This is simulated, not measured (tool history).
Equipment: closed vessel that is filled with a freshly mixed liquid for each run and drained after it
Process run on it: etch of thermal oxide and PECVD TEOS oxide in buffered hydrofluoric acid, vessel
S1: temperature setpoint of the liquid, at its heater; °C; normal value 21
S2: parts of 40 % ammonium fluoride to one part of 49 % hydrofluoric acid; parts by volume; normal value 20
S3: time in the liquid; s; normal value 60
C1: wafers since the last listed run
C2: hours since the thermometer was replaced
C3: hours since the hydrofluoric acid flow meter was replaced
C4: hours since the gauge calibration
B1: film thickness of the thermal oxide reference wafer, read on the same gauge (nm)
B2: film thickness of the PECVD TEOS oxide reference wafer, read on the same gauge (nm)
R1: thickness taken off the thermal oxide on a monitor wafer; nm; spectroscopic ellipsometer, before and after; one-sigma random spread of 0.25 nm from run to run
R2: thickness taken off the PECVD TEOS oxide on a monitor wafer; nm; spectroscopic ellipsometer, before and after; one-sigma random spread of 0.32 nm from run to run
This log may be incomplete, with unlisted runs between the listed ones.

run 1 day=0 | S1=23.5 S2=20 S3=60 | C1=0 C2=368.7 C3=58 C4=409.5 | B1=129.99 B2=149.99 | R1=31.95 R2=49.41
run 2 day=2.638 | S1=23.5 S2=20 S3=60 | C1=5129 C2=432 C3=121.3 C4=472.8 | B1=129.99 B2=150 | R1=30.97 R2=49.01
run 3 day=5.571 | S1=21 S2=20 S3=60 | C1=5704 C2=502.4 C3=191.7 C4=543.2 | B1=130 B2=150.01 | R1=27.25 R2=41.88
run 4 day=7.862 | S1=21 S2=20 S3=60 | C1=4456 C2=557.4 C3=246.7 C4=598.2 | B1=129.99 B2=150.01 | R1=26.91 R2=42.12
run 5 day=8.967 | S1=21 S2=25 S3=60 | C1=2147 C2=583.9 C3=273.2 C4=624.7 | B1=129.97 B2=150.04 | R1=23.05 R2=35.89
run 6 day=11.308 | S1=21 S2=22 S3=70 | C1=4554 C2=640.1 C3=329.4 C4=680.9 | B1=130.01 B2=150.01 | R1=29.21 R2=45.58
run 7 day=14.429 | S1=21 S2=22 S3=70 | C1=6069 C2=715 C3=404.3 C4=755.8 | B1=130.02 B2=150 | R1=28.76 R2=44.68
-- day=15.404 hydrofluoric acid flow meter replaced
run 8 day=17.35 | S1=21 S2=22 S3=70 | C1=5599 C2=785.1 C3=46.7 C4=825.9 | B1=129.99 B2=150 | R1=30.71 R2=47.61
run 9 day=18.842 | S1=21 S2=20 S3=80 | C1=2901 C2=820.9 C3=82.5 C4=861.7 | B1=129.96 B2=150.01 | R1=37.37 R2=58.27
run 10 day=21.288 | S1=17.5 S2=20 S3=60 | C1=4756 C2=879.6 C3=141.2 C4=920.4 | B1=130 B2=150.01 | R1=22.6 R2=35.2
run 11 day=24.212 | S1=18.5 S2=20 S3=80 | C1=5688 C2=949.8 C3=211.4 C4=990.6 | B1=129.99 B2=150.01 | R1=32.02 R2=49.34
run 12 day=26.229 | S1=18.5 S2=20 S3=80 | C1=3922 C2=998.2 C3=259.8 C4=1039 | B1=130.04 B2=150 | R1=31.02 R2=48.67
run 13 day=28.621 | S1=19.5 S2=12 S3=30 | C1=4651 C2=1055.6 C3=317.2 C4=1096.4 | B1=129.96 B2=149.98 | R1=19.96 R2=30.63
-- day=30.683 gauge calibrated
run 14 day=31.538 | S1=24 S2=18 S3=50 | C1=5672 C2=1125.6 C3=387.2 C4=20.5 | B1=130.01 B2=150.01 | R1=28.45 R2=44.28
-- day=32.088 hydrofluoric acid flow meter replaced
run 15 day=33.588 | S1=21 S2=20 S3=60 | C1=3905 C2=1174.8 C3=36 C4=69.7 | B1=130.02 B2=150 | R1=27.71 R2=43.1
run 16 day=35.558 | S1=24 S2=20 S3=35 | C1=3832 C2=1222.1 C3=83.3 C4=117 | B1=130.02 B2=149.99 | R1=19.31 R2=29.19
run 17 day=36.612 | S1=21 S2=20 S3=60 | C1=2050 C2=1247.4 C3=108.6 C4=142.3 | B1=129.98 B2=149.99 | R1=27.35 R2=43.27
-- day=37.2 thermometer replaced
run 18 day=37.758 | S1=21 S2=20 S3=60 | C1=2147 C2=13.4 C3=136.1 C4=169.8 | B1=130 B2=150 | R1=27.73 R2=42.61
run 19 day=39.825 | S1=22.5 S2=28 S3=40 | C1=4019 C2=63 C3=185.7 C4=219.4 | B1=130 B2=150.01 | R1=15.47 R2=24.24
run 20 day=41.046 | S1=23 S2=18 S3=75 | C1=2374 C2=92.3 C3=215 C4=248.7 | B1=129.98 B2=150.01 | R1=41.53 R2=64.03
run 21 day=42.983 | S1=18.5 S2=20 S3=80 | C1=3768 C2=138.8 C3=261.5 C4=295.2 | B1=130.01 B2=149.99 | R1=31.49 R2=47.84
run 22 day=44.979 | S1=24 S2=20 S3=60 | C1=3881 C2=186.7 C3=309.4 C4=343.1 | B1=129.98 B2=149.99 | R1=31.37 R2=48.69
run 23 day=46.338 | S1=21 S2=20 S3=60 | C1=2641 C2=219.3 C3=342 C4=375.7 | B1=130.05 B2=150 | R1=26.87 R2=40.85
run 24 day=47.604 | S1=21 S2=23.5 S3=60 | C1=2463 C2=249.7 C3=372.4 C4=406.1 | B1=129.97 B2=150.02 | R1=23.58 R2=37
run 25 day=49.75 | S1=21 S2=20 S3=60 | C1=4173 C2=301.2 C3=423.9 C4=457.6 | B1=130.02 B2=150.03 | R1=26.41 R2=41.14
-- day=52.704 hydrofluoric acid flow meter replaced
run 26 day=52.725 | S1=23.5 S2=17 S3=30 | C1=5704 C2=372.6 C3=0.5 C4=529 | B1=130.03 B2=149.99 | R1=18.92 R2=29.51
run 27 day=58.696 | S1=24 S2=15 S3=60 | C1=11612 C2=515.9 C3=143.8 C4=672.3 | B1=130 B2=149.99 | R1=43.29 R2=66.63

A few steps of R1 between consecutive runs. Split each: what settings, incoming material and random variation would produce without the hidden state, and what is left over for the hidden state, along with gauge scatter present in only one of the two compared results (measured, and without hidden state):
Hidden conditions of the tool in this case: liquid colder than its thermometer reads (K); hydrofluoric acid flow below the setpoint (%); gauge reads high (%).
Run 14 -> 15: S1 24 -> 21, S2 18 -> 20, S3 50 -> 60, hydrofluoric acid flow meter replaced. R1 -0.74 nm: hidden state +1.99, all else -2.73.
Run 19 -> 20: S1 22.5 -> 23, S2 28 -> 18, S3 40 -> 75. R1 +26.06 nm: hidden state -1.86, all else +27.92.
Run 25 -> 26: S1 21 -> 23.5, S2 20 -> 17, S3 60 -> 30, hydrofluoric acid flow meter replaced. R1 -7.49 nm: hidden state +1.91, all else -9.4.
Run 26 -> 27: S1 23.5 -> 24, S2 17 -> 15, S3 30 -> 60. R1 +24.37 nm: hidden state -1.27, all else +25.64.
